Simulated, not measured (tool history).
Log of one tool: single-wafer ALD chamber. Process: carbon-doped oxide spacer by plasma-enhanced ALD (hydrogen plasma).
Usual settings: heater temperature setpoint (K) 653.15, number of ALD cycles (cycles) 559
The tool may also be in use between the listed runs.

run,hour,heater temperature setpoint (K),number of ALD cycles (cycles),"read-back reference wafer on the same gauge, thickness_nm",mean film thickness on the monitor wafer (angstrom)
1,0.0,653.15,618,35.360,336.58
2,27.5,653.15,559,35.388,303.04
3,56.7,653.15,559,35.374,304.90
4,75.9,653.15,559,35.411,304.77
5,96.1,653.15,489,35.460,265.62
6,112.7,653.15,489,35.468,265.69
7,132.8,653.15,559,35.483,305.23
8,155.3,653.15,559,35.525,304.35
9,167.7,653.15,559,35.514,304.75
10,189.4,653.15,587,35.535,320.73
11,218.4,653.15,587,35.542,321.92
12,244.3,653.15,587,35.583,321.53
13,268.4,663.15,559,35.653,307.91
# hour 353.4: thermocouple changed; heater temperature recalibrated
14,363.5,653.15,559,35.745,307.97
# hour 369.5: gauge calibrated
15,382.2,653.15,559,35.388,302.86
16,464.6,653.15,559,35.471,304.72
17,486.0,661.15,559,35.499,306.66
18,511.0,645.15,522,35.512,284.40
19,546.2,653.15,559,35.557,304.98
20,576.8,653.15,559,35.607,307.38
21,610.7,653.15,516,35.645,282.12
22,636.9,640.15,459,35.677,251.24
23,653.2,653.15,559,35.688,306.38
24,682.9,653.15,559,35.739,306.86
25,755.0,658.15,559,35.833,306.46
26,776.7,653.15,559,35.863,307.79
27,791.7,660.15,522,35.853,287.62
28,820.4,653.15,652,35.898,360.84
29,833.6,658.15,503,35.936,277.82
30,864.9,641.15,559,35.960,308.89
# hour 877.6: gauge calibrated
31,883.1,649.15,525,35.338,285.13
32,899.5,653.15,511,35.373,278.10

3 ways to go on from here, each from the tool as it stands after run 32. What would each give?
A,900.8,653.15,559,?,?
B,900.8,662.15,510,?,?
C,900.8,665.15,498,?,?

run,"read-back reference wafer on the same gauge, thickness_nm",mean film thickness on the monitor wafer (angstrom)
A,35.398,303.92
B,35.398,277.28
C,35.398,270.76
Without the tool's hidden state the same runs would have given:
run,mean film thickness on the monitor wafer (angstrom)
A,303.43
B,276.83
C,270.31
